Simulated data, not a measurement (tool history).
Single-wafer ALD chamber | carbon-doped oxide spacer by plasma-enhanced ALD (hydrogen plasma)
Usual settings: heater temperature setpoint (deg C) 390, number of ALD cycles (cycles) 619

run	hour	heater temperature setpoint (deg C)	number of ALD cycles (cycles)	read-back reference wafer on the same gauge, thickness_nm	mean film thickness on the monitor wafer (angstrom)
1	0	390	619	33.204	334.87
2	46.2	390	619	33.248	335.99
3	98.3	400	619	33.212	334.69
4	181.3	400	619	33.201	335.62
5	235.8	382	582	33.197	315.06
6	307.6	382	582	33.194	314.24
7	350.7	390	619	33.162	334.63
8	403.5	393	619	33.141	334.71
9	478	393	619	33.113	336.11
10	765.5	393	619	33.103	334.4
11	823.5	390	619	33.147	334.18
12	860.4	390	619	33.143	335.33
13	917.5	390	619	33.109	333.58
14	953.6	390	619	33.108	333.32
15	1023.6	384	619	33.094	333.5
16	1099.4	384	619	33.033	334.78
17	1203.6	384	619	33.076	333.3
18	1269.8	382	702	33.064	379.14
# hour 1343: thermocouple changed; heater temperature recalibrated
19	1343.5	382	702	33.055	377.34
20	1387.3	390	619	33.059	333.18
21	1432.5	390	619	33.029	334
22	1537.3	390	619	33.027	333.21
23	1578.1	390	619	32.999	334.13
24	1645.7	377	701	33.025	378.1
25	1713.9	390	540	33	291.1
26	1789.4	385	619	32.968	333.99
27	1857.5	401	619	32.929	333.06
28	1934.8	378	693	32.936	372.72
29	2019.6	390	619	32.9	331.93
30	2094.7	398	728	32.938	391.02
31	2194.2	398	510	32.884	274.15
32	2231.7	390	619	32.86	331.76
33	2272.7	377	671	32.831	360.73
34	2330.3	390	619	32.871	331.82
35	2425.5	404	564	32.825	299.71
# hour 2435.2: gauge calibrated
36	2484.6	384	619	33.242	335.39
37	2550.3	390	516	33.204	278.03
38	2618.4	381	619	33.217	334.92
39	2686.3	397	707	33.252	382.2
40	2752.4	390	619	33.219	336.32
41	2839.2	390	619	33.235	335.59
42	2943.9	397	707	33.259	382.63
43	3040.6	386	574	33.224	310.13
44	3103.3	386	717	33.218	389.01
45	3198.1	397	689	33.19	372.03
46	3344.4	385	709	33.176	382.42

Measured less the same run without the tool's hidden state. The same run-to-run variation is in both; the gauge's scatter may not be:
The hidden state here: wafer temperature above the value expected at the setpoint (K); gauge reads high (%).
run	mean film thickness on the monitor wafer (angstrom)
1	+0.12
2	+0.08
3	+0.03
4	-0.05
5	-0.1
6	-0.16
7	-0.22
8	-0.28
9	-0.37
10	-0.72
11	-0.8
12	-0.85
13	-0.93
14	-0.98
15	-1.09
16	-1.21
17	-1.37
18	-1.68
19	-1.81
20	-1.67
21	-1.76
22	-1.94
23	-2.02
24	-2.43
25	-1.98
26	-2.42
27	-2.55
28	-3.03
29	-2.88
30	-3.58
31	-2.69
32	-3.34
33	-3.73
34	-3.56
35	-3.43
36	+0.32
37	+0.27
38	+0.32
39	+0.35
40	+0.3
41	+0.27
42	+0.28
43	+0.2
44	+0.22
45	+0.16
46	+0.09

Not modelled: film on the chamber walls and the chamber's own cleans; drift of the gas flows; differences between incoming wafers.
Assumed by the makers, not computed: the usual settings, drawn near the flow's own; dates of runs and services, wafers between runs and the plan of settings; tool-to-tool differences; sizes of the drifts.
